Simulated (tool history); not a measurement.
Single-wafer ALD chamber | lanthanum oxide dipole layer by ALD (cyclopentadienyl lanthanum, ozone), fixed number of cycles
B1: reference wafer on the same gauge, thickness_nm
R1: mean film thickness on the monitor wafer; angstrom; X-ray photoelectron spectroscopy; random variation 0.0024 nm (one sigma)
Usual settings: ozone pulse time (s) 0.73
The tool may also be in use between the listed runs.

{"run": 1, "hour": 0.0, "ozone pulse time (s)": 0.73, "B1": 0.382, "R1": 4.5}
{"run": 2, "hour": 14.7, "ozone pulse time (s)": 0.73, "B1": 0.382, "R1": 4.45}
{"run": 3, "hour": 28.9, "ozone pulse time (s)": 0.73, "B1": 0.382, "R1": 4.49}
{"run": 4, "hour": 51.0, "ozone pulse time (s)": 0.73, "B1": 0.382, "R1": 4.49}
{"run": 5, "hour": 68.8, "ozone pulse time (s)": 0.73, "B1": 0.382, "R1": 4.47}
{"run": 6, "hour": 83.2, "ozone pulse time (s)": 0.73, "B1": 0.382, "R1": 4.47}
{"run": 7, "hour": 110.2, "ozone pulse time (s)": 0.83, "B1": 0.382, "R1": 4.78}
{"run": 8, "hour": 133.4, "ozone pulse time (s)": 0.83, "B1": 0.382, "R1": 4.78}
{"run": 9, "hour": 166.4, "ozone pulse time (s)": 0.83, "B1": 0.382, "R1": 4.76}
{"run": 10, "hour": 185.4, "ozone pulse time (s)": 0.73, "B1": 0.382, "R1": 4.51}
{"run": 11, "hour": 209.4, "ozone pulse time (s)": 0.73, "B1": 0.381, "R1": 4.49}
{"run": 12, "hour": 238.7, "ozone pulse time (s)": 0.73, "B1": 0.382, "R1": 4.52}
{"hour": 255.8, "done": "showerhead replaced"}
{"run": 13, "hour": 258.4, "ozone pulse time (s)": 0.99, "B1": 0.382, "R1": 5.15}
{"run": 14, "hour": 289.6, "ozone pulse time (s)": 0.49, "B1": 0.382, "R1": 3.31}
{"run": 15, "hour": 309.4, "ozone pulse time (s)": 0.63, "B1": 0.382, "R1": 4.13}
{"hour": 316.1, "done": "gauge calibrated"}
{"run": 16, "hour": 330.6, "ozone pulse time (s)": 0.73, "B1": 0.382, "R1": 4.46}
{"run": 17, "hour": 366.6, "ozone pulse time (s)": 0.97, "B1": 0.382, "R1": 5.12}
{"run": 18, "hour": 387.8, "ozone pulse time (s)": 0.85, "B1": 0.382, "R1": 4.86}
{"hour": 412.2, "done": "thermocouple changed; heater temperature recalibrated"}
{"hour": 413.8, "done": "ozone generator serviced"}
{"run": 19, "hour": 414.3, "ozone pulse time (s)": 0.54, "B1": 0.382, "R1": 3.63}
{"run": 20, "hour": 432.7, "ozone pulse time (s)": 0.65, "B1": 0.382, "R1": 4.16}
{"run": 21, "hour": 464.4, "ozone pulse time (s)": 0.73, "B1": 0.382, "R1": 4.5}
{"run": 22, "hour": 490.0, "ozone pulse time (s)": 0.59, "B1": 0.382, "R1": 3.9}
{"run": 23, "hour": 562.9, "ozone pulse time (s)": 0.73, "B1": 0.382, "R1": 4.49}

3 ways to go on from here, each from the tool as it stands after run 23. What would each give?
{"run": "A", "hour": 563.3, "ozone pulse time (s)": 0.98, "B1": "?", "R1": "?"}
{"run": "B", "hour": 563.3, "ozone pulse time (s)": 0.89, "B1": "?", "R1": "?"}
{"run": "C", "hour": 563.3, "ozone pulse time (s)": 0.61, "B1": "?", "R1": "?"}

run=A B1=0.382 R1=5.12
run=B B1=0.382 R1=4.93
run=C B1=0.382 R1=3.98
Without the tool's hidden state the same runs would have given:
run=A R1=5.12
run=B R1=4.93
run=C R1=3.98

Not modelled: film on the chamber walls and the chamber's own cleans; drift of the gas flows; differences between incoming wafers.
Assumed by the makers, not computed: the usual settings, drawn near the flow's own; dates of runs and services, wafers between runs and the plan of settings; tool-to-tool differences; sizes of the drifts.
